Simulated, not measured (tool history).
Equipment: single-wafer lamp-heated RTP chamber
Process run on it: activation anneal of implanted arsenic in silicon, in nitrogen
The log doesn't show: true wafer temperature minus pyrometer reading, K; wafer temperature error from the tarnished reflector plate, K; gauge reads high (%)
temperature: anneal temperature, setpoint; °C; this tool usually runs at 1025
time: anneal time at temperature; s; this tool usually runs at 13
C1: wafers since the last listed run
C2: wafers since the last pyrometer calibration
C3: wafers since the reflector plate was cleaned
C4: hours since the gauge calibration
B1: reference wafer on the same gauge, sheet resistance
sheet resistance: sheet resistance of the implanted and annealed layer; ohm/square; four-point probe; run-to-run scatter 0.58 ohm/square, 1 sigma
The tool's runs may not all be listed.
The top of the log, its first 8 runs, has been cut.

{"run": 9, "hour": 174.7, "temperature": 1025, "time": 13, "C1": 274, "C2": 1745, "C3": 4583, "C4": 469.2, "B1": 238.03, "sheet resistance": 223.22}
{"run": 10, "hour": 201.6, "temperature": 1025, "time": 13, "C1": 338, "C2": 2083, "C3": 4921, "C4": 496.1, "B1": 238, "sheet resistance": 223.64}
{"hour": 214.4, "done": "gauge calibrated"}
{"run": 11, "hour": 221.9, "temperature": 1025, "time": 13, "C1": 255, "C2": 2339, "C3": 5177, "C4": 7.5, "B1": 237.89, "sheet resistance": 222.22}
{"hour": 247.8, "done": "pyrometer window cleaned and pyrometer calibrated"}
{"run": 12, "hour": 250.9, "temperature": 1025, "time": 13, "C1": 264, "C2": 38, "C3": 5441, "C4": 36.5, "B1": 237.81, "sheet resistance": 230.96}
{"hour": 261.2, "done": "reflector plate cleaned"}
{"run": 13, "hour": 266.6, "temperature": 1025, "time": 13, "C1": 96, "C2": 135, "C3": 67, "C4": 52.2, "B1": 238.03, "sheet resistance": 229.68}
{"run": 14, "hour": 299.7, "temperature": 1025, "time": 13, "C1": 416, "C2": 551, "C3": 484, "C4": 85.3, "B1": 237.86, "sheet resistance": 228.98}
{"run": 15, "hour": 312.8, "temperature": 1015, "time": 13, "C1": 164, "C2": 716, "C3": 649, "C4": 98.4, "B1": 238.11, "sheet resistance": 235.28}
{"run": 16, "hour": 347.2, "temperature": 1025, "time": 13, "C1": 432, "C2": 1149, "C3": 1082, "C4": 132.8, "B1": 238, "sheet resistance": 225.96}
{"run": 17, "hour": 361.8, "temperature": 1025, "time": 13, "C1": 183, "C2": 1333, "C3": 1265, "C4": 147.4, "B1": 238.04, "sheet resistance": 225.84}
{"run": 18, "hour": 383.8, "temperature": 1025, "time": 16, "C1": 276, "C2": 1609, "C3": 1542, "C4": 169.4, "B1": 237.84, "sheet resistance": 219.91}
{"run": 19, "hour": 400.4, "temperature": 1033, "time": 8, "C1": 208, "C2": 1818, "C3": 1751, "C4": 186, "B1": 237.97, "sheet resistance": 233.05}
{"run": 20, "hour": 427.3, "temperature": 997, "time": 9, "C1": 338, "C2": 2157, "C3": 2089, "C4": 212.9, "B1": 238.01, "sheet resistance": 253.63}
{"hour": 438.1, "done": "pyrometer window cleaned and pyrometer calibrated"}
{"run": 21, "hour": 451.3, "temperature": 1004, "time": 7, "C1": 201, "C2": 165, "C3": 2291, "C4": 236.9, "B1": 237.91, "sheet resistance": 263}
{"run": 22, "hour": 469.2, "temperature": 1025, "time": 13, "C1": 225, "C2": 391, "C3": 2516, "C4": 254.8, "B1": 237.91, "sheet resistance": 228.8}
{"run": 23, "hour": 501.7, "temperature": 1043, "time": 18, "C1": 408, "C2": 800, "C3": 2925, "C4": 287.3, "B1": 237.94, "sheet resistance": 210.63}
{"run": 24, "hour": 522.4, "temperature": 1001, "time": 7, "C1": 260, "C2": 1060, "C3": 3185, "C4": 308, "B1": 238.07, "sheet resistance": 261.29}
{"hour": 610.0, "done": "pyrometer window cleaned and pyrometer calibrated"}
{"hour": 616.7, "done": "reflector plate cleaned"}
{"run": 25, "hour": 617.2, "temperature": 1025, "time": 13, "C1": 1006, "C2": 5, "C3": 5, "C4": 402.8, "B1": 237.96, "sheet resistance": 230.49}
{"run": 26, "hour": 621.0, "temperature": 1004, "time": 13, "C1": 47, "C2": 53, "C3": 53, "C4": 406.6, "B1": 237.99, "sheet resistance": 245.05}
{"run": 27, "hour": 641.2, "temperature": 1025, "time": 13, "C1": 254, "C2": 307, "C3": 307, "C4": 426.8, "B1": 238.09, "sheet resistance": 228.58}
{"run": 28, "hour": 655.3, "temperature": 1036, "time": 8, "C1": 177, "C2": 485, "C3": 485, "C4": 440.9, "B1": 238.05, "sheet resistance": 235.27}
{"run": 29, "hour": 673.9, "temperature": 1008, "time": 13, "C1": 234, "C2": 719, "C3": 719, "C4": 459.5, "B1": 237.92, "sheet resistance": 240.06}
{"run": 30, "hour": 714.5, "temperature": 1051, "time": 18, "C1": 510, "C2": 1230, "C3": 1230, "C4": 500.1, "B1": 237.94, "sheet resistance": 205.67}

Here are 5 independent what-if runs from the current tool condition. What would each one return?
{"run": "A", "hour": 714.9, "temperature": 1034, "time": 13, "C1": 5, "C2": 1235, "C3": 1235, "C4": 500.5, "B1": "?", "sheet resistance": "?"}
{"run": "B", "hour": 714.9, "temperature": 1025, "time": 17, "C1": 5, "C2": 1235, "C3": 1235, "C4": 500.5, "B1": "?", "sheet resistance": "?"}
{"run": "C", "hour": 714.9, "temperature": 1036, "time": 15, "C1": 5, "C2": 1235, "C3": 1235, "C4": 500.5, "B1": "?", "sheet resistance": "?"}
{"run": "D", "hour": 714.9, "temperature": 1037, "time": 20, "C1": 5, "C2": 1235, "C3": 1235, "C4": 500.5, "B1": "?", "sheet resistance": "?"}
{"run": "E", "hour": 714.9, "temperature": 1038, "time": 9, "C1": 5, "C2": 1235, "C3": 1235, "C4": 500.5, "B1": "?", "sheet resistance": "?"}

run=A B1=237.98 sheet_resistance=222.17
run=B B1=237.98 sheet_resistance=220.69
run=C B1=237.98 sheet_resistance=217.69
run=D B1=237.98 sheet_resistance=210.78
run=E B1=237.98 sheet_resistance=229.23
With no hidden state in the tool, these same runs would have given:
run=A sheet_resistance=226.2
run=B sheet_resistance=224.78
run=C sheet_resistance=221.51
run=D sheet_resistance=214.31
run=E sheet_resistance=233.52

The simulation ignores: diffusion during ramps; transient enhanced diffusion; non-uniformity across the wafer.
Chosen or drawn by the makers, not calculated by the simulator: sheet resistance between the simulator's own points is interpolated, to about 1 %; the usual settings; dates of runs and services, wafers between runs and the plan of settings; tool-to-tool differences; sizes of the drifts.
